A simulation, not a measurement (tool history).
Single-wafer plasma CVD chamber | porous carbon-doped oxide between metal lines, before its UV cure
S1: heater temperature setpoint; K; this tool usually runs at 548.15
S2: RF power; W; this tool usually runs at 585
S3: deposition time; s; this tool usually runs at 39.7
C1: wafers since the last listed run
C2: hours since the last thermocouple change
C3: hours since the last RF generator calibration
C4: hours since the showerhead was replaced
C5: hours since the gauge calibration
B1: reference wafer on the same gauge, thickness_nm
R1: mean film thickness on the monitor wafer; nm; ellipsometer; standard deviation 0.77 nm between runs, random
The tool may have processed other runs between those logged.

Run 1, hour 0.0: usual settings but S2 635 W; C1 0; C2 2428.5; C3 360.6; C4 6522.9; C5 339.7; B1 248.949. Result: R1 302.581 nm.
Run 2, hour 73.9: usual settings but S1 544.15 K; C1 909; C2 2502.4; C3 434.5; C4 6596.8; C5 413.6; B1 248.718. Result: R1 291.493 nm.
Run 3, hour 171.5: usual settings; C1 1201; C2 2600.0; C3 532.1; C4 6694.4; C5 511.2; B1 248.994. Result: R1 284.243 nm.
Run 4, hour 248.1: usual settings; C1 942; C2 2676.6; C3 608.7; C4 6771.0; C5 587.8; B1 249.138. Result: R1 283.288 nm.
At hour 331.0: showerhead replaced.
Run 5, hour 331.5: usual settings; C1 928; C2 2760.0; C3 692.1; C4 0.5; C5 671.2; B1 248.990. Result: R1 282.214 nm.
Run 6, hour 406.2: usual settings; C1 919; C2 2834.7; C3 766.8; C4 75.2; C5 745.9; B1 248.944. Result: R1 280.002 nm.
Run 7, hour 510.2: usual settings; C1 1280; C2 2938.7; C3 870.8; C4 179.2; C5 849.9; B1 248.676. Result: R1 279.269 nm.
Run 8, hour 567.3: usual settings; C1 702; C2 2995.8; C3 927.9; C4 236.3; C5 907.0; B1 248.851. Result: R1 279.143 nm.
At hour 588.4: RF generator calibrated.
Run 9, hour 604.1: usual settings but S1 554.15 K, S2 485 W; C1 354; C2 3032.6; C3 15.7; C4 273.1; C5 943.8; B1 248.763. Result: R1 242.017 nm.
At hour 633.2: gauge calibrated.
At hour 696.7: thermocouple changed; heater temperature recalibrated.
Run 10, hour 697.2: usual settings; C1 1047; C2 0.5; C3 108.8; C4 366.2; C5 64.0; B1 249.212. Result: R1 296.282 nm.
Run 11, hour 733.6: usual settings but S1 541.15 K; C1 448; C2 36.9; C3 145.2; C4 402.6; C5 100.4; B1 249.206. Result: R1 309.559 nm.
Run 12, hour 792.2: usual settings; C1 721; C2 95.5; C3 203.8; C4 461.2; C5 159.0; B1 248.763. Result: R1 295.901 nm.
Run 13, hour 855.8: usual settings but S2 640 W; C1 782; C2 159.1; C3 267.4; C4 524.8; C5 222.6; B1 249.046. Result: R1 313.082 nm.
Run 14, hour 931.7: usual settings; C1 934; C2 235.0; C3 343.3; C4 600.7; C5 298.5; B1 248.949. Result: R1 294.976 nm.
Run 15, hour 1024.6: usual settings but S1 556.15 K, S2 650 W, S3 47.2 s; C1 1143; C2 327.9; C3 436.2; C4 693.6; C5 391.4; B1 248.613. Result: R1 356.606 nm.
Run 16, hour 1068.9: usual settings but S1 563.15 K, S3 34.0 s; C1 545; C2 372.2; C3 480.5; C4 737.9; C5 435.7; B1 249.179. Result: R1 231.987 nm.

5 ways to go on from here, each from the tool as it stands after run 16. What would each give?
Run A, hour 1069.3: usual settings but S3 44.6 s; C1 4; C2 372.6; C3 480.9; C4 738.3; C5 436.1; B1 ?. Result: R1 ?.
Run B, hour 1069.3: usual settings but S1 555.15 K, S2 485 W, S3 46.6 s; C1 4; C2 372.6; C3 480.9; C4 738.3; C5 436.1; B1 ?. Result: R1 ?.
Run C, hour 1069.3: usual settings but S1 556.15 K, S2 645 W, S3 32.6 s; C1 4; C2 372.6; C3 480.9; C4 738.3; C5 436.1; B1 ?. Result: R1 ?.
Run D, hour 1069.3: usual settings but S1 534.15 K, S2 555 W; C1 4; C2 372.6; C3 480.9; C4 738.3; C5 436.1; B1 ?. Result: R1 ?.
Run E, hour 1069.3: usual settings but S3 35.3 s; C1 4; C2 372.6; C3 480.9; C4 738.3; C5 436.1; B1 ?. Result: R1 ?.

run       B1       R1
  A  248.816  329.549
  B  248.816  290.574
  C  248.816  247.935
  D  248.816  308.045
  E  248.816  262.356
Stripped of hidden state, with their random variation kept, the same runs would have yielded:
run       R1
  A  333.354
  B  294.003
  C  250.777
  D  311.668
  E  265.385
